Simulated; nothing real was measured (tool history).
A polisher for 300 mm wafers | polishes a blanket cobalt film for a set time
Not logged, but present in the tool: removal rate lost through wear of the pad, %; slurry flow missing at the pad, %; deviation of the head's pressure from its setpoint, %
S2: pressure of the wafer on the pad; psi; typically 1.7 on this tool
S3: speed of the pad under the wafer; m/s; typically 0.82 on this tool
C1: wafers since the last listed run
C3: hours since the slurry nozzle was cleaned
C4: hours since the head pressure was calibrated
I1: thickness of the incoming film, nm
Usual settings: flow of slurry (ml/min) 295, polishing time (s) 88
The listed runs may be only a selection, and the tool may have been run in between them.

{"run": 1, "hour": 0.0, "flow of slurry (ml/min)": 295, "S2": 1.7, "S3": 0.82, "polishing time (s)": 64, "C1": 0, "wafers polished on this pad": 512, "C3": 208, "C4": 340.7, "I1": 1074.2, "film removed (nm)": 189.2}
{"hour": 1.4, "done": "head pressure recalibrated"}
{"run": 2, "hour": 62.2, "flow of slurry (ml/min)": 295, "S2": 1.7, "S3": 0.82, "polishing time (s)": 64, "C1": 358, "wafers polished on this pad": 871, "C3": 270.2, "C4": 60.8, "I1": 1066.1, "film removed (nm)": 189.8}
{"run": 3, "hour": 116.5, "flow of slurry (ml/min)": 295, "S2": 1.7, "S3": 0.82, "polishing time (s)": 64, "C1": 320, "wafers polished on this pad": 1192, "C3": 324.5, "C4": 115.1, "I1": 1074.1, "film removed (nm)": 189.3}
{"hour": 129.7, "done": "worn pad replaced by a new one"}
{"run": 4, "hour": 155.5, "flow of slurry (ml/min)": 295, "S2": 1.4, "S3": 0.82, "polishing time (s)": 88, "C1": 206, "wafers polished on this pad": 152, "C3": 363.5, "C4": 154.1, "I1": 1098.5, "film removed (nm)": 216.5}
{"hour": 212.3, "done": "slurry nozzle cleaned"}
{"run": 5, "hour": 275.4, "flow of slurry (ml/min)": 295, "S2": 1.4, "S3": 0.82, "polishing time (s)": 88, "C1": 702, "wafers polished on this pad": 855, "C3": 63.1, "C4": 274, "I1": 1071.7, "film removed (nm)": 216.9}
{"run": 6, "hour": 300.9, "flow of slurry (ml/min)": 295, "S2": 1.4, "S3": 0.82, "polishing time (s)": 88, "C1": 150, "wafers polished on this pad": 1005, "C3": 88.6, "C4": 299.5, "I1": 1098.1, "film removed (nm)": 214.4}
{"hour": 334.8, "done": "worn pad replaced by a new one"}
{"hour": 365.9, "done": "head pressure recalibrated"}
{"run": 7, "hour": 366.4, "flow of slurry (ml/min)": 295, "S2": 1.7, "S3": 0.82, "polishing time (s)": 88, "C1": 351, "wafers polished on this pad": 174, "C3": 154.1, "C4": 0.5, "I1": 1088, "film removed (nm)": 262.3}
{"run": 8, "hour": 433.3, "flow of slurry (ml/min)": 295, "S2": 1.7, "S3": 0.82, "polishing time (s)": 88, "C1": 395, "wafers polished on this pad": 570, "C3": 221, "C4": 67.4, "I1": 1093.9, "film removed (nm)": 262.1}
{"run": 9, "hour": 491.7, "flow of slurry (ml/min)": 295, "S2": 1.7, "S3": 0.82, "polishing time (s)": 88, "C1": 344, "wafers polished on this pad": 915, "C3": 279.4, "C4": 125.8, "I1": 1080.4, "film removed (nm)": 261.1}
{"run": 10, "hour": 526.7, "flow of slurry (ml/min)": 295, "S2": 1.7, "S3": 0.82, "polishing time (s)": 113, "C1": 206, "wafers polished on this pad": 1121, "C3": 314.4, "C4": 160.8, "I1": 1070.6, "film removed (nm)": 335.6}
{"run": 11, "hour": 568.2, "flow of slurry (ml/min)": 295, "S2": 1.7, "S3": 0.82, "polishing time (s)": 88, "C1": 245, "wafers polished on this pad": 1367, "C3": 355.9, "C4": 202.3, "I1": 1085.1, "film removed (nm)": 263}
{"hour": 587.6, "done": "worn pad replaced by a new one"}
{"hour": 599.5, "done": "slurry nozzle cleaned"}
{"run": 12, "hour": 621.3, "flow of slurry (ml/min)": 295, "S2": 1.9, "S3": 0.82, "polishing time (s)": 88, "C1": 284, "wafers polished on this pad": 193, "C3": 21.8, "C4": 255.4, "I1": 1082.4, "film removed (nm)": 288.1}
{"run": 13, "hour": 654.6, "flow of slurry (ml/min)": 320, "S2": 1.7, "S3": 1.06, "polishing time (s)": 97, "C1": 196, "wafers polished on this pad": 389, "C3": 55.1, "C4": 288.7, "I1": 1073.1, "film removed (nm)": 372}
{"run": 14, "hour": 719.1, "flow of slurry (ml/min)": 390, "S2": 1.1, "S3": 0.82, "polishing time (s)": 61, "C1": 381, "wafers polished on this pad": 770, "C3": 119.6, "C4": 353.2, "I1": 1073, "film removed (nm)": 120.2}
{"hour": 738.0, "done": "head pressure recalibrated"}
{"run": 15, "hour": 756.8, "flow of slurry (ml/min)": 295, "S2": 1.7, "S3": 0.82, "polishing time (s)": 96, "C1": 210, "wafers polished on this pad": 981, "C3": 157.3, "C4": 18.8, "I1": 1084.8, "film removed (nm)": 287.5}
{"run": 16, "hour": 807.2, "flow of slurry (ml/min)": 375, "S2": 1.7, "S3": 0.82, "polishing time (s)": 67, "C1": 297, "wafers polished on this pad": 1279, "C3": 207.7, "C4": 69.2, "I1": 1061.8, "film removed (nm)": 201.9}
{"hour": 815.9, "done": "worn pad replaced by a new one"}
{"run": 17, "hour": 848.4, "flow of slurry (ml/min)": 295, "S2": 1.7, "S3": 0.82, "polishing time (s)": 104, "C1": 219, "wafers polished on this pad": 191, "C3": 248.9, "C4": 110.4, "I1": 1095.4, "film removed (nm)": 306.8}
{"run": 18, "hour": 909.0, "flow of slurry (ml/min)": 260, "S2": 1.7, "S3": 0.82, "polishing time (s)": 77, "C1": 357, "wafers polished on this pad": 549, "C3": 309.5, "C4": 171, "I1": 1074.4, "film removed (nm)": 224}
{"run": 19, "hour": 945.5, "flow of slurry (ml/min)": 200, "S2": 1.7, "S3": 0.82, "polishing time (s)": 88, "C1": 215, "wafers polished on this pad": 765, "C3": 346, "C4": 207.5, "I1": 1075.2, "film removed (nm)": 252.1}
{"hour": 948.6, "done": "slurry nozzle cleaned"}
{"run": 20, "hour": 994.1, "flow of slurry (ml/min)": 295, "S2": 1.7, "S3": 0.82, "polishing time (s)": 72, "C1": 281, "wafers polished on this pad": 1046, "C3": 45.5, "C4": 256.1, "I1": 1091.2, "film removed (nm)": 213.6}
{"run": 21, "hour": 1027.3, "flow of slurry (ml/min)": 295, "S2": 1.7, "S3": 0.82, "polishing time (s)": 88, "C1": 196, "wafers polished on this pad": 1242, "C3": 78.7, "C4": 289.3, "I1": 1097.3, "film removed (nm)": 260.1}
{"hour": 1038.4, "done": "head pressure recalibrated"}
{"hour": 1078.9, "done": "worn pad replaced by a new one"}
{"run": 22, "hour": 1087.9, "flow of slurry (ml/min)": 395, "S2": 2.2, "S3": 0.92, "polishing time (s)": 72, "C1": 322, "wafers polished on this pad": 53, "C3": 139.3, "C4": 49.5, "I1": 1079.3, "film removed (nm)": 314.6}
{"run": 23, "hour": 1131.5, "flow of slurry (ml/min)": 255, "S2": 1.5, "S3": 0.58, "polishing time (s)": 71, "C1": 257, "wafers polished on this pad": 310, "C3": 182.9, "C4": 93.1, "I1": 1068.1, "film removed (nm)": 130}
{"run": 24, "hour": 1172.9, "flow of slurry (ml/min)": 295, "S2": 1.7, "S3": 0.82, "polishing time (s)": 88, "C1": 244, "wafers polished on this pad": 555, "C3": 224.3, "C4": 134.5, "I1": 1077.9, "film removed (nm)": 260.8}

Alternative continuations, all from the tool just after run 24; predict every row:
{"run": "A", "hour": 1173.4, "flow of slurry (ml/min)": 295, "S2": 1.7, "S3": 0.82, "polishing time (s)": 88, "C1": 2, "wafers polished on this pad": 558, "C3": 224.8, "C4": 135, "I1": 1076.2, "film removed (nm)": "?"}
{"run": "B", "hour": 1173.4, "flow of slurry (ml/min)": 360, "S2": 2.2, "S3": 0.9, "polishing time (s)": 114, "C1": 2, "wafers polished on this pad": 558, "C3": 224.8, "C4": 135, "I1": 1076.2, "film removed (nm)": "?"}
{"run": "C", "hour": 1173.4, "flow of slurry (ml/min)": 360, "S2": 1.5, "S3": 0.82, "polishing time (s)": 88, "C1": 2, "wafers polished on this pad": 558, "C3": 224.8, "C4": 135, "I1": 1076.2, "film removed (nm)": "?"}

run=A film_removed_(nm)=258.5
run=B film_removed_(nm)=482.5
run=C film_removed_(nm)=231.4
Had the tool no hidden state, the same runs would have come out as:
run=A film_removed_(nm)=258.5
run=B film_removed_(nm)=482.5
run=C film_removed_(nm)=231.4

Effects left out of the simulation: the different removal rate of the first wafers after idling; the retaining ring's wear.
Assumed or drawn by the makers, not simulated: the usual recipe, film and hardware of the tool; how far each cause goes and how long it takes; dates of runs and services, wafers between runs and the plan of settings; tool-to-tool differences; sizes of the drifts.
